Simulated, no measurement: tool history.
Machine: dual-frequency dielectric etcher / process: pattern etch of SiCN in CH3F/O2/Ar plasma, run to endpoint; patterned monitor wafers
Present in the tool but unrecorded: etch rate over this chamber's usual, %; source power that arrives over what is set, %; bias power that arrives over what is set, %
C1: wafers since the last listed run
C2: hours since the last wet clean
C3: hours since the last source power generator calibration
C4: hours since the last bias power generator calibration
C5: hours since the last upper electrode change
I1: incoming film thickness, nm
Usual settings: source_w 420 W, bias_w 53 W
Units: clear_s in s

run 1 hour=0 | source_w=420 bias_w=53 | C1=0 C2=249.5 C3=2013.1 C4=1766.3 C5=4453.6 | I1=10 | clear_s=29.2
run 2 hour=17.3 | source_w=420 bias_w=53 | C1=189 C2=266.8 C3=2030.4 C4=1783.6 C5=4470.9 | I1=9.92 | clear_s=28.8
run 3 hour=24.4 | source_w=420 bias_w=58 | C1=77 C2=273.9 C3=2037.5 C4=1790.7 C5=4478 | I1=9.98 | clear_s=28.1
run 4 hour=40.9 | source_w=420 bias_w=58 | C1=180 C2=290.4 C3=2054 C4=1807.2 C5=4494.5 | I1=9.96 | clear_s=28.2
-- hour=74.4 upper electrode replaced
run 5 hour=74.9 | source_w=420 bias_w=53 | C1=109 C2=324.4 C3=2088 C4=1841.2 C5=0.5 | I1=9.98 | clear_s=28.9
run 6 hour=75.2 | source_w=420 bias_w=53 | C1=3 C2=324.7 C3=2088.3 C4=1841.5 C5=0.8 | I1=10.04 | clear_s=29.1
run 7 hour=83.3 | source_w=420 bias_w=53 | C1=88 C2=332.8 C3=2096.4 C4=1849.6 C5=8.9 | I1=10.04 | clear_s=29.2
run 8 hour=95.4 | source_w=500 bias_w=53 | C1=132 C2=344.9 C3=2108.5 C4=1861.7 C5=21 | I1=10.2 | clear_s=26.5
-- hour=100.2 bias power generator calibrated
run 9 hour=112.4 | source_w=500 bias_w=53 | C1=142 C2=361.9 C3=2125.5 C4=12.2 C5=38 | I1=10.07 | clear_s=26
-- hour=121.1 source power generator calibrated
-- hour=141.1 wet clean of the chamber
run 10 hour=141.6 | source_w=500 bias_w=53 | C1=56 C2=0.5 C3=20.5 C4=41.4 C5=67.2 | I1=10.06 | clear_s=26.9
run 11 hour=142 | source_w=490 bias_w=53 | C1=4 C2=0.9 C3=20.9 C4=41.8 C5=67.6 | I1=10.02 | clear_s=27.4
run 12 hour=150.2 | source_w=340 bias_w=57 | C1=89 C2=9.1 C3=29.1 C4=50 C5=75.8 | I1=9.88 | clear_s=32.9
run 13 hour=158.7 | source_w=370 bias_w=42 | C1=93 C2=17.6 C3=37.6 C4=58.5 C5=84.3 | I1=10.09 | clear_s=35.1
run 14 hour=173.7 | source_w=500 bias_w=47 | C1=164 C2=32.6 C3=52.6 C4=73.5 C5=99.3 | I1=9.94 | clear_s=27.6
run 15 hour=186.1 | source_w=420 bias_w=58 | C1=136 C2=45 C3=65 C4=85.9 C5=111.7 | I1=9.99 | clear_s=28.7
run 16 hour=197.2 | source_w=340 bias_w=43 | C1=121 C2=56.1 C3=76.1 C4=97 C5=122.8 | I1=9.93 | clear_s=35.6
run 17 hour=204.9 | source_w=470 bias_w=59 | C1=84 C2=63.8 C3=83.8 C4=104.7 C5=130.5 | I1=9.98 | clear_s=26.8
run 18 hour=219.7 | source_w=420 bias_w=58 | C1=162 C2=78.6 C3=98.6 C4=119.5 C5=145.3 | I1=10.03 | clear_s=28.8
run 19 hour=229.3 | source_w=420 bias_w=53 | C1=105 C2=88.2 C3=108.2 C4=129.1 C5=154.9 | I1=10.11 | clear_s=29.7
run 20 hour=240.9 | source_w=330 bias_w=53 | C1=127 C2=99.8 C3=119.8 C4=140.7 C5=166.5 | I1=10.03 | clear_s=34.4

Here are 3 independent what-if runs from the current tool condition. What would each one return?
run A hour=241.3 | source_w=450 bias_w=53 | C1=4 C2=100.2 C3=120.2 C4=141.1 C5=166.9 | I1=10.06 | clear_s=?
run B hour=241.3 | source_w=480 bias_w=59 | C1=4 C2=100.2 C3=120.2 C4=141.1 C5=166.9 | I1=10.06 | clear_s=?
run C hour=241.3 | source_w=460 bias_w=58 | C1=4 C2=100.2 C3=120.2 C4=141.1 C5=166.9 | I1=10.06 | clear_s=?

run=A clear_s=28.2
run=B clear_s=26.3
run=C clear_s=27.1
The same runs, with their run-to-run variation unchanged, on a tool lacking any hidden condition would have given:
run=A clear_s=28.6
run=B clear_s=26.7
run=C clear_s=27.5
